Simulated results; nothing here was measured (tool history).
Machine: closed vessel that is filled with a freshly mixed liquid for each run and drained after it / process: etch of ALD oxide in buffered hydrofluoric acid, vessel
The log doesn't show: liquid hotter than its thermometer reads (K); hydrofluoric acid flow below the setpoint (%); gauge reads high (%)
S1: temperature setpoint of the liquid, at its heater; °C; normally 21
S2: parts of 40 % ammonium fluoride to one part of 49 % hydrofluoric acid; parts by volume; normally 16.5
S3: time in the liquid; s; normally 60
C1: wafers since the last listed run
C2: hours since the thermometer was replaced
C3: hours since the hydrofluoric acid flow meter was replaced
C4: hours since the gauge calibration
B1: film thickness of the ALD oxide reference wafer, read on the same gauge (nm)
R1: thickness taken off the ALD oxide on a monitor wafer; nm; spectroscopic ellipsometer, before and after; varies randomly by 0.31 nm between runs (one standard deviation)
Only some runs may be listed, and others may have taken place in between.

Run 1, hour 0: usual settings but S2 14.5 parts by volume, S3 70 s; C1 0; C2 80.3; C3 512.3; C4 1720.6; B1 110.02. Result: R1 53.88 nm.
Run 2, hour 50.3: usual settings but S2 14.5 parts by volume, S3 70 s; C1 4003; C2 130.6; C3 562.6; C4 1770.9; B1 110. Result: R1 54.02 nm.
Run 3, hour 108.8: usual settings; C1 4655; C2 189.1; C3 621.1; C4 1829.4; B1 109.98. Result: R1 41 nm.
Run 4, hour 209.1: usual settings; C1 7982; C2 289.4; C3 721.4; C4 1929.7; B1 110.01. Result: R1 40.95 nm.
Run 5, hour 260.7: usual settings; C1 4106; C2 341; C3 773; C4 1981.3; B1 110.01. Result: R1 40.58 nm.
Run 6, hour 328.7: usual settings but S2 12.5 parts by volume, S3 80 s; C1 5411; C2 409; C3 841; C4 2049.3; B1 109.98. Result: R1 71.37 nm.
Run 7, hour 423.7: usual settings but S2 12.5 parts by volume, S3 80 s; C1 7560; C2 504; C3 936; C4 2144.3; B1 110.02. Result: R1 70.69 nm.
Run 8, hour 499.4: usual settings but S3 85 s; C1 6024; C2 579.7; C3 1011.7; C4 2220; B1 110.01. Result: R1 57.91 nm.
Run 9, hour 585.6: usual settings but S3 85 s; C1 6860; C2 665.9; C3 1097.9; C4 2306.2; B1 109.99. Result: R1 57.7 nm.
Run 10, hour 672.5: usual settings but S3 85 s; C1 6915; C2 752.8; C3 1184.8; C4 2393.1; B1 110.03. Result: R1 56.39 nm.
Run 11, hour 740.2: usual settings; C1 5387; C2 820.5; C3 1252.5; C4 2460.8; B1 110. Result: R1 40.23 nm.
Run 12, hour 836.9: usual settings; C1 7695; C2 917.2; C3 1349.2; C4 2557.5; B1 109.98. Result: R1 39.87 nm.
Run 13, hour 899.4: usual settings; C1 4973; C2 979.7; C3 1411.7; C4 2620; B1 109.96. Result: R1 39.94 nm.
Run 14, hour 997.4: usual settings but S3 45 s; C1 7799; C2 1077.7; C3 1509.7; C4 2718; B1 109.96. Result: R1 29.94 nm.
Run 15, hour 1091.5: usual settings but S2 21.5 parts by volume, S3 30 s; C1 7488; C2 1171.8; C3 1603.8; C4 2812.1; B1 110.01. Result: R1 15.78 nm.
Run 16, hour 1194.4: usual settings; C1 8189; C2 1274.7; C3 1706.7; C4 2915; B1 110. Result: R1 39.62 nm.
At hour 1279.7: thermometer replaced.
Run 17, hour 1292.6: usual settings; C1 7735; C2 12.9; C3 1804.9; C4 3013.2; B1 110.03. Result: R1 39.55 nm.
Run 18, hour 1391.7: usual settings but S1 17.5 °C, S3 95 s; C1 7886; C2 112; C3 1904; C4 3112.3; B1 109.97. Result: R1 52.37 nm.
At hour 1426.1: gauge calibrated.
Run 19, hour 1497: usual settings but S3 80 s; C1 8380; C2 217.3; C3 2009.3; C4 70.9; B1 109.98. Result: R1 52.5 nm.
Run 20, hour 1576: usual settings but S1 17.5 °C, S2 19 parts by volume, S3 30 s; C1 6287; C2 296.3; C3 2088.3; C4 149.9; B1 109.98. Result: R1 13.99 nm.
Run 21, hour 1622: usual settings but S1 25.5 °C; C1 3660; C2 342.3; C3 2134.3; C4 195.9; B1 109.98. Result: R1 50.09 nm.
Run 22, hour 1791.7: usual settings but S2 19.5 parts by volume; C1 13505; C2 512; C3 2304; C4 365.6; B1 110.01. Result: R1 33.39 nm.
At hour 1818.1: hydrofluoric acid flow meter replaced.
Run 23, hour 1846.4: usual settings but S2 12 parts by volume, S3 75 s; C1 4273; C2 566.7; C3 28.3; C4 420.3; B1 110. Result: R1 70.3 nm.
Run 24, hour 1901.4: usual settings but S1 17 °C; C1 4377; C2 621.7; C3 83.3; C4 475.3; B1 110.01. Result: R1 33.13 nm.
Run 25, hour 2115.9: usual settings; C1 17070; C2 836.2; C3 297.8; C4 689.8; B1 109.99. Result: R1 40.77 nm.
Run 26, hour 2189.5: usual settings but S1 19 °C, S3 40 s; C1 5857; C2 909.8; C3 371.4; C4 763.4; B1 110.01. Result: R1 24.43 nm.
Run 27, hour 2275.2: usual settings but S3 30 s; C1 6820; C2 995.5; C3 457.1; C4 849.1; B1 110.03. Result: R1 20.47 nm.
Run 28, hour 2347.4: usual settings; C1 5745; C2 1067.7; C3 529.3; C4 921.3; B1 109.99. Result: R1 40.98 nm.

Exercise: give the hidden state of the tool at every run:
liquid hotter than its thermometer reads (K): 0, the same for each run
gauge reads high (%): 0, the same for each run
H1: hydrofluoric acid flow below the setpoint (%)
run     H1
  1   1.41
  2   1.53
  3   1.66
  4   1.89
  5   2.01
  6   2.16
  7   2.38
  8   2.55
  9   2.75
 10   2.95
 11    3.1
 12   3.33
 13   3.47
 14   3.69
 15   3.91
 16   4.14
 17   4.37
 18   4.59
 19   4.84
 20   5.02
 21   5.12
 22   5.51
 23  0.261
 24  0.387
 25  0.877
 26   1.05
 27   1.24
 28   1.41

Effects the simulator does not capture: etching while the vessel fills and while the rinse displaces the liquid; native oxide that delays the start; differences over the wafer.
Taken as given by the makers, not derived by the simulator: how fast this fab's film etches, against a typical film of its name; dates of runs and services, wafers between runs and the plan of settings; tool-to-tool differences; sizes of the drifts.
